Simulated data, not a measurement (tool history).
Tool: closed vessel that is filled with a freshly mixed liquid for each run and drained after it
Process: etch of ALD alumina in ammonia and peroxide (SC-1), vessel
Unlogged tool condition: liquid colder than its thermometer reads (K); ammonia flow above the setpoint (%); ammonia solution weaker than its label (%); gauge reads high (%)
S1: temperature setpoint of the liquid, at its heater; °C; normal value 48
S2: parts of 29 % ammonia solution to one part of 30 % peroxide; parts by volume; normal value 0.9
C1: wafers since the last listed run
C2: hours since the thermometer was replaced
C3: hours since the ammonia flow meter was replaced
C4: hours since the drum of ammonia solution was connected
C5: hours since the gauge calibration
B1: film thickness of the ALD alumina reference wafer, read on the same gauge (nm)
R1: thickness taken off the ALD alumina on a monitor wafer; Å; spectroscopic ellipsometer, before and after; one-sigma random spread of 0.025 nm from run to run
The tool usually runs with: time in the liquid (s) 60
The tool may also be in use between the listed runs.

{"run": 1, "hour": 0.0, "S1": 48, "S2": 1.2, "time in the liquid (s)": 60, "C1": 0, "C2": 1068.4, "C3": 1804.9, "C4": 355.4, "C5": 157.6, "B1": 110.018, "R1": 38.51}
{"run": 2, "hour": 35.9, "S1": 48, "S2": 1.2, "time in the liquid (s)": 60, "C1": 3757, "C2": 1104.3, "C3": 1840.8, "C4": 391.3, "C5": 193.5, "B1": 110.007, "R1": 38.58}
{"run": 3, "hour": 64.5, "S1": 48, "S2": 1.2, "time in the liquid (s)": 60, "C1": 2993, "C2": 1132.9, "C3": 1869.4, "C4": 419.9, "C5": 222.1, "B1": 109.985, "R1": 38.95}
{"run": 4, "hour": 93.8, "S1": 48, "S2": 0.9, "time in the liquid (s)": 60, "C1": 3066, "C2": 1162.2, "C3": 1898.7, "C4": 449.2, "C5": 251.4, "B1": 109.994, "R1": 37.5}
{"run": 5, "hour": 115.1, "S1": 48, "S2": 0.9, "time in the liquid (s)": 60, "C1": 2229, "C2": 1183.5, "C3": 1920, "C4": 470.5, "C5": 272.7, "B1": 110.022, "R1": 37.29}
{"run": 6, "hour": 132.4, "S1": 48, "S2": 1.05, "time in the liquid (s)": 50, "C1": 1810, "C2": 1200.8, "C3": 1937.3, "C4": 487.8, "C5": 290, "B1": 110.036, "R1": 31.63}
{"run": 7, "hour": 146.5, "S1": 48, "S2": 1.05, "time in the liquid (s)": 50, "C1": 1475, "C2": 1214.9, "C3": 1951.4, "C4": 501.9, "C5": 304.1, "B1": 110, "R1": 31.67}
{"run": 8, "hour": 159.5, "S1": 48, "S2": 1.1, "time in the liquid (s)": 60, "C1": 1360, "C2": 1227.9, "C3": 1964.4, "C4": 514.9, "C5": 317.1, "B1": 109.994, "R1": 38.04}
{"run": 9, "hour": 175.9, "S1": 48, "S2": 1.1, "time in the liquid (s)": 60, "C1": 1716, "C2": 1244.3, "C3": 1980.8, "C4": 531.3, "C5": 333.5, "B1": 109.975, "R1": 37.75}
{"run": 10, "hour": 198.6, "S1": 44.5, "S2": 0.9, "time in the liquid (s)": 60, "C1": 2375, "C2": 1267, "C3": 2003.5, "C4": 554, "C5": 356.2, "B1": 110.01, "R1": 29.95}
{"run": 11, "hour": 217.8, "S1": 48, "S2": 0.9, "time in the liquid (s)": 60, "C1": 2009, "C2": 1286.2, "C3": 2022.7, "C4": 573.2, "C5": 375.4, "B1": 110.039, "R1": 37.05}
{"run": 12, "hour": 231.3, "S1": 48, "S2": 0.9, "time in the liquid (s)": 60, "C1": 1412, "C2": 1299.7, "C3": 2036.2, "C4": 586.7, "C5": 388.9, "B1": 109.987, "R1": 36.96}
{"run": 13, "hour": 256.4, "S1": 48, "S2": 0.9, "time in the liquid (s)": 60, "C1": 2626, "C2": 1324.8, "C3": 2061.3, "C4": 611.8, "C5": 414, "B1": 110.016, "R1": 36.66}
{"run": 14, "hour": 278.5, "S1": 48, "S2": 0.7, "time in the liquid (s)": 60, "C1": 2312, "C2": 1346.9, "C3": 2083.4, "C4": 633.9, "C5": 436.1, "B1": 110.016, "R1": 36.01}

Estimate the outcome of run 15 from the log above:
{"run": 15, "hour": 305.6, "S1": 51.5, "S2": 0.55, "time in the liquid (s)": 30, "C1": 2836, "C2": 1374, "C3": 2110.5, "C4": 661, "C5": 463.2, "B1": "?", "R1": "?"}

B1: 109.983
R1: 21.23 Å
Were there no unlogged condition in the tool, this run, its random variation unchanged, would have produced R1 23.75 Å.
